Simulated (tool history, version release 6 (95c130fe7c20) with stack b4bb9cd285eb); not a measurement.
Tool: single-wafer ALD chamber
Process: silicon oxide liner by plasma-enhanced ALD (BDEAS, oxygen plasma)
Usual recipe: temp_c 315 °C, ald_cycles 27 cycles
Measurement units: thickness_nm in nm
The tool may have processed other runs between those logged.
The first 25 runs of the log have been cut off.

run	day	temp_c	ald_cycles	wafers since the last listed run	hours since the last thermocouple change	hours since the gauge calibration	read-back reference wafer on the same gauge, thickness_nm	thickness_nm
26	16.525	307	25	137	2713.7	68.1	2.019	2.317
27	17.088	315	27	124	2727.2	81.6	2.021	2.468
28	17.675	315	27	129	2741.3	95.7	2.02	2.477
29	19.5	315	30	402	2785.1	139.5	2.02	2.748
# day 20.054: thermocouple changed; heater temperature recalibrated
30	20.075	302	30	53	0.5	153.3	2.019	2.804
31	20.533	306	27	101	11.5	164.3	2.021	2.485
32	21.038	324	30	111	23.6	176.4	2.019	2.717
33	21.733	327	27	153	40.3	193.1	2.019	2.438
34	22.279	310	24	120	53.4	206.2	2.021	2.205
35	22.842	309	24	124	66.9	219.7	2.02	2.216
36	23.438	315	27	131	81.2	234	2.018	2.458
37	23.717	315	27	61	87.9	240.7	2.018	2.467
38	24.129	300	22	91	97.8	250.6	2.017	2.046
39	24.433	328	22	67	105.1	257.9	2.019	1.984
40	24.821	315	27	85	114.4	267.2	2.017	2.47
41	25.358	302	29	118	127.3	280.1	2.019	2.685
42	25.838	315	32	105	138.8	291.6	2.017	2.924
43	26.212	324	27	82	147.8	300.6	2.016	2.44
44	26.604	323	30	86	157.2	310	2.015	2.718
45	27.25	327	32	142	172.7	325.5	2.013	2.87
46	27.792	307	31	119	185.7	338.5	2.017	2.857
47	28.35	315	27	123	199.1	351.9	2.013	2.456
48	28.725	304	24	82	208.1	360.9	2.013	2.213

3 ways to go on from here, each from the tool as it stands after run 48. What would each give?
A	28.742	319	27	3	208.5	361.3	?	?
B	28.742	300	30	3	208.5	361.3	?	?
C	28.742	326	22	3	208.5	361.3	?	?

run	read-back reference wafer on the same gauge, thickness_nm	thickness_nm
A	2.015	2.459
B	2.015	2.798
C	2.015	1.986
Had the tool no hidden state, the same runs would have come out as:
run	thickness_nm
A	2.466
B	2.805
C	1.991
